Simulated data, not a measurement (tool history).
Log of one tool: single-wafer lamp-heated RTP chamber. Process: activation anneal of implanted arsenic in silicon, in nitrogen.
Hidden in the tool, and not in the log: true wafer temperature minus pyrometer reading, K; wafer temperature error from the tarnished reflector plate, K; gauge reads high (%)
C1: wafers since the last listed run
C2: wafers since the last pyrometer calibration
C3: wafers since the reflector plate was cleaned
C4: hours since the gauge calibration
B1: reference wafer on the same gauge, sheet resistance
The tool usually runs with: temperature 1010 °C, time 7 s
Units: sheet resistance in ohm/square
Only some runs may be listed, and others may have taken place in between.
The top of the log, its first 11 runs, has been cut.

run 12 hour=413.4 | temperature=1010 time=7 | C1=403 C2=3364 C3=3850 C4=104.0 | B1=95.92 | sheet_resistance=98.35
run 13 hour=458.6 | temperature=1010 time=7 | C1=678 C2=4042 C3=4529 C4=149.2 | B1=96.07 | sheet_resistance=97.68
-- hour=477.3 pyrometer window cleaned and pyrometer calibrated
run 14 hour=512.4 | temperature=1010 time=7 | C1=687 C2=526 C3=5216 C4=203.0 | B1=95.93 | sheet_resistance=99.59
-- hour=547.8 reflector plate cleaned
run 15 hour=562.0 | temperature=1010 time=7 | C1=624 C2=1150 C3=212 C4=252.6 | B1=95.98 | sheet_resistance=99.65
run 16 hour=623.7 | temperature=1010 time=7 | C1=926 C2=2076 C3=1139 C4=314.3 | B1=95.91 | sheet_resistance=98.94
run 17 hour=674.2 | temperature=1010 time=7 | C1=757 C2=2834 C3=1897 C4=364.8 | B1=95.96 | sheet_resistance=99.18
run 18 hour=704.7 | temperature=1010 time=7 | C1=457 C2=3292 C3=2354 C4=395.3 | B1=96.08 | sheet_resistance=98.21
-- hour=757.5 pyrometer window cleaned and pyrometer calibrated
run 19 hour=760.9 | temperature=1010 time=8 | C1=723 C2=50 C3=3078 C4=451.5 | B1=95.97 | sheet_resistance=98.62
run 20 hour=831.8 | temperature=1010 time=5 | C1=1064 C2=1114 C3=4142 C4=522.4 | B1=95.95 | sheet_resistance=102.06
-- hour=899.6 reflector plate cleaned
run 21 hour=900.1 | temperature=1010 time=7 | C1=905 C2=2019 C3=6 C4=590.7 | B1=96.01 | sheet_resistance=99.02
run 22 hour=962.5 | temperature=1018 time=8 | C1=936 C2=2956 C3=943 C4=653.1 | B1=95.92 | sheet_resistance=96.29
run 23 hour=992.0 | temperature=985 time=5 | C1=442 C2=3399 C3=1386 C4=682.6 | B1=96.13 | sheet_resistance=107.29
run 24 hour=1036.8 | temperature=1010 time=7 | C1=672 C2=4071 C3=2058 C4=727.4 | B1=95.98 | sheet_resistance=98.07
-- hour=1047.1 pyrometer window cleaned and pyrometer calibrated
run 25 hour=1073.7 | temperature=1010 time=3 | C1=433 C2=399 C3=2492 C4=764.3 | B1=96.01 | sheet_resistance=106.15
run 26 hour=1105.9 | temperature=1010 time=10 | C1=483 C2=882 C3=2975 C4=796.5 | B1=96.08 | sheet_resistance=96.79
run 27 hour=1136.9 | temperature=984 time=3 | C1=465 C2=1347 C3=3441 C4=827.5 | B1=96.05 | sheet_resistance=112.04
-- hour=1161.7 gauge calibrated
run 28 hour=1180.3 | temperature=1028 time=10 | C1=651 C2=1999 C3=4092 C4=18.6 | B1=96.10 | sheet_resistance=92.79
run 29 hour=1231.3 | temperature=984 time=4 | C1=765 C2=2764 C3=4857 C4=69.6 | B1=95.99 | sheet_resistance=110.17
run 30 hour=1267.2 | temperature=1010 time=7 | C1=538 C2=3303 C3=5396 C4=105.5 | B1=96.04 | sheet_resistance=98.98
-- hour=1306.8 reflector plate cleaned
run 31 hour=1321.4 | temperature=992 time=10 | C1=693 C2=3996 C3=218 C4=159.7 | B1=96.04 | sheet_resistance=99.60
-- hour=1352.2 pyrometer window cleaned and pyrometer calibrated
run 32 hour=1390.2 | temperature=992 time=7 | C1=912 C2=570 C3=1131 C4=228.5 | B1=95.97 | sheet_resistance=104.34
run 33 hour=1427.1 | temperature=1032 time=7 | C1=553 C2=1124 C3=1685 C4=265.4 | B1=96.01 | sheet_resistance=95.18
run 34 hour=1482.7 | temperature=1010 time=7 | C1=834 C2=1959 C3=2519 C4=321.0 | B1=96.00 | sheet_resistance=98.57
run 35 hour=1544.5 | temperature=1036 time=11 | C1=927 C2=2886 C3=3447 C4=382.8 | B1=95.96 | sheet_resistance=89.88

What if the next run were any one of these 4? Each begins from the tool's condition after run 35:
run A hour=1544.9 | temperature=1010 time=7 | C1=6 C2=2892 C3=3453 C4=383.2 | B1=? | sheet_resistance=?
run B hour=1544.9 | temperature=1037 time=10 | C1=6 C2=2892 C3=3453 C4=383.2 | B1=? | sheet_resistance=?
run C hour=1544.9 | temperature=993 time=3 | C1=6 C2=2892 C3=3453 C4=383.2 | B1=? | sheet_resistance=?
run D hour=1544.9 | temperature=1037 time=4 | C1=6 C2=2892 C3=3453 C4=383.2 | B1=? | sheet_resistance=?

run=A B1=95.92 sheet_resistance=98.27
run=B B1=95.92 sheet_resistance=90.17
run=C B1=95.92 sheet_resistance=108.77
run=D B1=95.92 sheet_resistance=96.74
Without the tool's unlogged condition, the same runs would have read:
run=A sheet_resistance=99.62
run=B sheet_resistance=91.40
run=C sheet_resistance=110.27
run=D sheet_resistance=97.85
